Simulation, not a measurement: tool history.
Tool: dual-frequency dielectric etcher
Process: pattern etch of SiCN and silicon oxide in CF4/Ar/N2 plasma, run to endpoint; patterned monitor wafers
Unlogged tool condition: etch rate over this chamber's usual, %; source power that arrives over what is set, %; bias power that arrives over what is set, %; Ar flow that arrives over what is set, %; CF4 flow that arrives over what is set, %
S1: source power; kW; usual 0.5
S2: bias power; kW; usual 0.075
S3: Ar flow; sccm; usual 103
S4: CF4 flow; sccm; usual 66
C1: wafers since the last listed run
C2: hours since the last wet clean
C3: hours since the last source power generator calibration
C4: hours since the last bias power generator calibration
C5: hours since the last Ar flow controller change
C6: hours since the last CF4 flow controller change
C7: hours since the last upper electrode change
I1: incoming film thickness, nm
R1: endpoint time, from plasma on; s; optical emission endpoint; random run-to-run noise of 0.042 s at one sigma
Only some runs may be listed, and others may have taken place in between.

| run | hour | S1 | S2 | S3 | S4 | C1 | C2 | C3 | C4 | C5 | C6 | C7 | I1 | R1 |
|---|---|---|---|---|---|---|---|---|---|---|---|---|---|---|
| 1 | 0 | 0.5 | 0.075 | 103 | 66 | 0 | 727.8 | 96.8 | 3880.7 | 800 | 581.5 | 6505.1 | 11.09 | 12.4 |
|  | 66.7 | wet clean of the chamber |
| 2 | 79.4 | 0.41 | 0.075 | 103 | 66 | 653 | 12.7 | 176.2 | 3960.1 | 879.4 | 660.9 | 6584.5 | 10.99 | 14 |
|  | 113.8 | upper electrode replaced |
| 3 | 143.6 | 0.5 | 0.075 | 103 | 66 | 474 | 76.9 | 240.4 | 4024.3 | 943.6 | 725.1 | 29.8 | 11.01 | 12.3 |
| 4 | 183.7 | 0.58 | 0.063 | 81 | 71 | 472 | 117 | 280.5 | 4064.4 | 983.7 | 765.2 | 69.9 | 11.14 | 11.2 |
| 5 | 259.9 | 0.5 | 0.075 | 88 | 66 | 898 | 193.2 | 356.7 | 4140.6 | 1059.9 | 841.4 | 146.1 | 10.99 | 12.1 |
| 6 | 355.4 | 0.6 | 0.08 | 116 | 78 | 1126 | 288.7 | 452.2 | 4236.1 | 1155.4 | 936.9 | 241.6 | 10.9 | 10.4 |
| 7 | 413.3 | 0.5 | 0.075 | 103 | 57 | 682 | 346.6 | 510.1 | 4294 | 1213.3 | 994.8 | 299.5 | 10.94 | 12.6 |
| 8 | 454.9 | 0.44 | 0.09 | 84 | 66 | 490 | 388.2 | 551.7 | 4335.6 | 1254.9 | 1036.4 | 341.1 | 11.03 | 12.4 |
| 9 | 529.2 | 0.5 | 0.075 | 103 | 66 | 876 | 462.5 | 626 | 4409.9 | 1329.2 | 1110.7 | 415.4 | 10.98 | 12.3 |
| 10 | 594.4 | 0.45 | 0.09 | 120 | 53 | 768 | 527.7 | 691.2 | 4475.1 | 1394.4 | 1175.9 | 480.6 | 11.08 | 13.4 |
| 11 | 665.9 | 0.5 | 0.075 | 103 | 66 | 843 | 599.2 | 762.7 | 4546.6 | 1465.9 | 1247.4 | 552.1 | 10.98 | 12.2 |
| 12 | 760.1 | 0.5 | 0.075 | 103 | 66 | 1110 | 693.4 | 856.9 | 4640.8 | 1560.1 | 1341.6 | 646.3 | 11.13 | 12.4 |
|  | 799.6 | bias power generator calibrated |
|  | 862.8 | wet clean of the chamber |
| 13 | 863.3 | 0.54 | 0.086 | 117 | 53 | 886 | 0.5 | 960.1 | 63.7 | 1663.3 | 1444.8 | 749.5 | 11.1 | 12 |
| 14 | 904.8 | 0.5 | 0.075 | 103 | 66 | 489 | 42 | 1001.6 | 105.2 | 1704.8 | 1486.3 | 791 | 10.95 | 12.2 |
| 15 | 976.2 | 0.5 | 0.057 | 103 | 53 | 842 | 113.4 | 1073 | 176.6 | 1776.2 | 1557.7 | 862.4 | 10.98 | 13.8 |
| 16 | 1042.5 | 0.5 | 0.075 | 103 | 70 | 781 | 179.7 | 1139.3 | 242.9 | 1842.5 | 1624 | 928.7 | 11.07 | 12.2 |
|  | 1148.8 | Ar flow controller replaced |
| 17 | 1171.7 | 0.5 | 0.069 | 82 | 66 | 1452 | 308.9 | 1268.5 | 372.1 | 22.9 | 1753.2 | 1057.9 | 10.88 | 12 |
| 18 | 1272.5 | 0.56 | 0.057 | 103 | 66 | 1188 | 409.7 | 1369.3 | 472.9 | 123.7 | 1854 | 1158.7 | 11.01 | 12.1 |
| 19 | 1365.4 | 0.5 | 0.075 | 103 | 66 | 1095 | 502.6 | 1462.2 | 565.8 | 216.6 | 1946.9 | 1251.6 | 11.04 | 12.2 |
| 20 | 1403 | 0.58 | 0.087 | 83 | 72 | 443 | 540.2 | 1499.8 | 603.4 | 254.2 | 1984.5 | 1289.2 | 10.93 | 10.1 |
| 21 | 1497.2 | 0.5 | 0.075 | 103 | 66 | 1110 | 634.4 | 1594 | 697.6 | 348.4 | 2078.7 | 1383.4 | 10.95 | 12.1 |
| 22 | 1568.7 | 0.5 | 0.075 | 82 | 66 | 843 | 705.9 | 1665.5 | 769.1 | 419.9 | 2150.2 | 1454.9 | 11.04 | 12 |
|  | 1714.2 | wet clean of the chamber |
| 23 | 1824.8 | 0.5 | 0.075 | 103 | 66 | 2737 | 110.6 | 1921.6 | 1025.2 | 676 | 2406.3 | 1711 | 11 | 12.2 |

List, for all runs, the conditions of the tool that the log does not record:
etch rate over this chamber's usual, %: 0 across all the runs
source power that arrives over what is set, %: 0 across all the runs
bias power that arrives over what is set, %: 0 across all the runs
Ar flow that arrives over what is set, %: 0 across all the runs
CF4 flow that arrives over what is set, %: 0 across all the runs
